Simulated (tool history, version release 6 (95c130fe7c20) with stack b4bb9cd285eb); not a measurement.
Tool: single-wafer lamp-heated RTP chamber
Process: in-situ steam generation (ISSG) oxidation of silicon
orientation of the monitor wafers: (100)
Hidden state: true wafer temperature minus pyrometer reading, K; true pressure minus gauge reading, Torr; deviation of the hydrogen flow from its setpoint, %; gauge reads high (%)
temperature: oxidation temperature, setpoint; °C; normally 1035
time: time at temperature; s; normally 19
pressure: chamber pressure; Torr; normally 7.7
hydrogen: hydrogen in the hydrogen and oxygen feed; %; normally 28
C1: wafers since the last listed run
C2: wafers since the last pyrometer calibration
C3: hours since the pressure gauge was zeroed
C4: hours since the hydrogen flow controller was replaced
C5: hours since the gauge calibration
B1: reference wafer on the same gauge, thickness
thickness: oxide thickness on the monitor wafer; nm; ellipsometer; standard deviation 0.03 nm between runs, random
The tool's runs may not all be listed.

{"run": 1, "day": 0.0, "temperature": 1035, "time": 19, "pressure": 7.7, "hydrogen": 28, "C1": 0, "C2": 2167, "C3": 1043.2, "C4": 4611.5, "C5": 854.7, "B1": 7.632, "thickness": 6.928}
{"run": 2, "day": 7.683, "temperature": 1035, "time": 19, "pressure": 7.7, "hydrogen": 28, "C1": 1805, "C2": 3973, "C3": 1227.6, "C4": 4795.9, "C5": 1039.1, "B1": 7.638, "thickness": 7.033}
{"run": 3, "day": 9.862, "temperature": 1035, "time": 19, "pressure": 7.7, "hydrogen": 28, "C1": 512, "C2": 4485, "C3": 1279.9, "C4": 4848.2, "C5": 1091.4, "B1": 7.656, "thickness": 7.011}
{"run": 4, "day": 11.779, "temperature": 1035, "time": 19, "pressure": 7.7, "hydrogen": 28, "C1": 450, "C2": 4935, "C3": 1325.9, "C4": 4894.2, "C5": 1137.4, "B1": 7.639, "thickness": 7.064}
{"day": 12.8, "done": "pyrometer window cleaned and pyrometer calibrated, repeated, since the last time left the tool worse"}
{"run": 5, "day": 13.288, "temperature": 1042, "time": 14, "pressure": 7.7, "hydrogen": 28, "C1": 276, "C2": 114, "C3": 1362.1, "C4": 4930.4, "C5": 1173.6, "B1": 7.633, "thickness": 5.916}
{"run": 6, "day": 15.862, "temperature": 1042, "time": 14, "pressure": 7.7, "hydrogen": 28, "C1": 605, "C2": 719, "C3": 1423.9, "C4": 4992.2, "C5": 1235.4, "B1": 7.654, "thickness": 5.943}
{"run": 7, "day": 17.9, "temperature": 1042, "time": 14, "pressure": 7.7, "hydrogen": 28, "C1": 478, "C2": 1198, "C3": 1472.8, "C4": 5041.1, "C5": 1284.3, "B1": 7.635, "thickness": 5.931}
{"run": 8, "day": 19.604, "temperature": 1035, "time": 12, "pressure": 7.7, "hydrogen": 23, "C1": 400, "C2": 1599, "C3": 1513.7, "C4": 5082, "C5": 1325.2, "B1": 7.635, "thickness": 5.096}
{"run": 9, "day": 21.675, "temperature": 1035, "time": 19, "pressure": 7.7, "hydrogen": 32, "C1": 486, "C2": 2085, "C3": 1563.4, "C4": 5131.7, "C5": 1374.9, "B1": 7.646, "thickness": 6.931}
{"run": 10, "day": 23.554, "temperature": 1035, "time": 19, "pressure": 7.1, "hydrogen": 28, "C1": 441, "C2": 2527, "C3": 1608.5, "C4": 5176.8, "C5": 1420, "B1": 7.636, "thickness": 6.635}
{"run": 11, "day": 25.492, "temperature": 1042, "time": 14, "pressure": 7.7, "hydrogen": 28, "C1": 455, "C2": 2982, "C3": 1655, "C4": 5223.3, "C5": 1466.5, "B1": 7.644, "thickness": 5.98}
{"run": 12, "day": 27.108, "temperature": 1035, "time": 24, "pressure": 7.7, "hydrogen": 32, "C1": 379, "C2": 3362, "C3": 1693.8, "C4": 5262.1, "C5": 1505.3, "B1": 7.634, "thickness": 7.807}
{"day": 27.95, "done": "pressure gauge zeroed"}
{"run": 13, "day": 28.842, "temperature": 1035, "time": 25, "pressure": 9.1, "hydrogen": 22, "C1": 329, "C2": 3691, "C3": 21.4, "C4": 5303.7, "C5": 1546.9, "B1": 7.66, "thickness": 7.218}
{"run": 14, "day": 30.379, "temperature": 1035, "time": 19, "pressure": 7.7, "hydrogen": 28, "C1": 361, "C2": 4053, "C3": 58.3, "C4": 5340.6, "C5": 1583.8, "B1": 7.632, "thickness": 6.735}
{"run": 15, "day": 31.838, "temperature": 1035, "time": 19, "pressure": 7.7, "hydrogen": 28, "C1": 342, "C2": 4395, "C3": 93.3, "C4": 5375.6, "C5": 1618.8, "B1": 7.635, "thickness": 6.761}
{"day": 33.279, "done": "pyrometer window cleaned and pyrometer calibrated"}
{"day": 33.417, "done": "gauge calibrated"}
{"run": 16, "day": 33.988, "temperature": 1035, "time": 19, "pressure": 7.7, "hydrogen": 28, "C1": 426, "C2": 166, "C3": 144.9, "C4": 5427.2, "C5": 13.7, "B1": 7.639, "thickness": 6.641}
{"run": 17, "day": 35.825, "temperature": 1047, "time": 26, "pressure": 6.9, "hydrogen": 28, "C1": 431, "C2": 598, "C3": 189, "C4": 5471.3, "C5": 57.8, "B1": 7.628, "thickness": 8.246}
{"run": 18, "day": 37.4, "temperature": 1035, "time": 19, "pressure": 7.7, "hydrogen": 28, "C1": 370, "C2": 968, "C3": 226.8, "C4": 5509.1, "C5": 95.6, "B1": 7.63, "thickness": 6.663}
{"run": 19, "day": 40.308, "temperature": 1018, "time": 19, "pressure": 7.7, "hydrogen": 28, "C1": 683, "C2": 1652, "C3": 296.6, "C4": 5578.9, "C5": 165.4, "B1": 7.641, "thickness": 6.112}
{"run": 20, "day": 42.862, "temperature": 1035, "time": 25, "pressure": 7.7, "hydrogen": 28, "C1": 600, "C2": 2252, "C3": 357.9, "C4": 5640.2, "C5": 226.7, "B1": 7.629, "thickness": 7.641}
{"day": 44.95, "done": "hydrogen flow controller replaced"}
{"run": 21, "day": 45.225, "temperature": 1049, "time": 23, "pressure": 7.1, "hydrogen": 31, "C1": 476, "C2": 2729, "C3": 414.6, "C4": 6.6, "C5": 283.4, "B1": 7.645, "thickness": 8.237}
{"run": 22, "day": 46.375, "temperature": 1021, "time": 19, "pressure": 7.7, "hydrogen": 31, "C1": 270, "C2": 2999, "C3": 442.2, "C4": 34.2, "C5": 311, "B1": 7.646, "thickness": 6.457}
{"run": 23, "day": 51.333, "temperature": 1035, "time": 15, "pressure": 7.7, "hydrogen": 32, "C1": 1165, "C2": 4164, "C3": 561.2, "C4": 153.2, "C5": 430, "B1": 7.626, "thickness": 6.257}
{"run": 24, "day": 52.946, "temperature": 1035, "time": 19, "pressure": 7.7, "hydrogen": 28, "C1": 378, "C2": 4543, "C3": 599.9, "C4": 191.9, "C5": 468.7, "B1": 7.624, "thickness": 6.757}
{"day": 55.646, "done": "pyrometer window cleaned and pyrometer calibrated"}
{"run": 25, "day": 55.667, "temperature": 1035, "time": 19, "pressure": 7.7, "hydrogen": 28, "C1": 561, "C2": 5, "C3": 665.2, "C4": 257.2, "C5": 534, "B1": 7.626, "thickness": 6.56}
{"run": 26, "day": 57.721, "temperature": 1049, "time": 13, "pressure": 7.7, "hydrogen": 28, "C1": 482, "C2": 487, "C3": 714.5, "C4": 306.5, "C5": 583.3, "B1": 7.654, "thickness": 5.872}
{"run": 27, "day": 60.488, "temperature": 1035, "time": 16, "pressure": 8.4, "hydrogen": 28, "C1": 650, "C2": 1138, "C3": 780.9, "C4": 372.9, "C5": 649.7, "B1": 7.636, "thickness": 6.146}
{"run": 28, "day": 63.192, "temperature": 1053, "time": 12, "pressure": 6.9, "hydrogen": 32, "C1": 635, "C2": 1773, "C3": 845.8, "C4": 437.8, "C5": 714.6, "B1": 7.655, "thickness": 6.075}
{"run": 29, "day": 67.392, "temperature": 1035, "time": 17, "pressure": 7.7, "hydrogen": 32, "C1": 987, "C2": 2760, "C3": 946.6, "C4": 538.6, "C5": 815.4, "B1": 7.631, "thickness": 6.569}
{"run": 30, "day": 68.412, "temperature": 1035, "time": 13, "pressure": 7.7, "hydrogen": 28, "C1": 239, "C2": 3000, "C3": 971.1, "C4": 563.1, "C5": 839.9, "B1": 7.651, "thickness": 5.562}

Forecast each of these 5 alternatives for the next run:
{"run": "A", "day": 68.429, "temperature": 1035, "time": 19, "pressure": 7.7, "hydrogen": 28, "C1": 3, "C2": 3004, "C3": 971.5, "C4": 563.5, "C5": 840.3, "B1": "?", "thickness": "?"}
{"run": "B", "day": 68.429, "temperature": 1045, "time": 13, "pressure": 6.9, "hydrogen": 31, "C1": 3, "C2": 3004, "C3": 971.5, "C4": 563.5, "C5": 840.3, "B1": "?", "thickness": "?"}
{"run": "C", "day": 68.429, "temperature": 1047, "time": 19, "pressure": 7.7, "hydrogen": 28, "C1": 3, "C2": 3004, "C3": 971.5, "C4": 563.5, "C5": 840.3, "B1": "?", "thickness": "?"}
{"run": "D", "day": 68.429, "temperature": 1028, "time": 13, "pressure": 8.7, "hydrogen": 28, "C1": 3, "C2": 3004, "C3": 971.5, "C4": 563.5, "C5": 840.3, "B1": "?", "thickness": "?"}
{"run": "E", "day": 68.429, "temperature": 1043, "time": 25, "pressure": 8.5, "hydrogen": 32, "C1": 3, "C2": 3004, "C3": 971.5, "C4": 563.5, "C5": 840.3, "B1": "?", "thickness": "?"}

run=A B1=7.627 thickness=6.748
run=B B1=7.627 thickness=6.061
run=C B1=7.627 thickness=7.182
run=D B1=7.627 thickness=5.397
run=E B1=7.627 thickness=8.317
With no hidden state in the tool, these same runs would have given:
run=A thickness=6.657
run=B thickness=5.983
run=C thickness=7.079
run=D thickness=5.334
run=E thickness=8.194

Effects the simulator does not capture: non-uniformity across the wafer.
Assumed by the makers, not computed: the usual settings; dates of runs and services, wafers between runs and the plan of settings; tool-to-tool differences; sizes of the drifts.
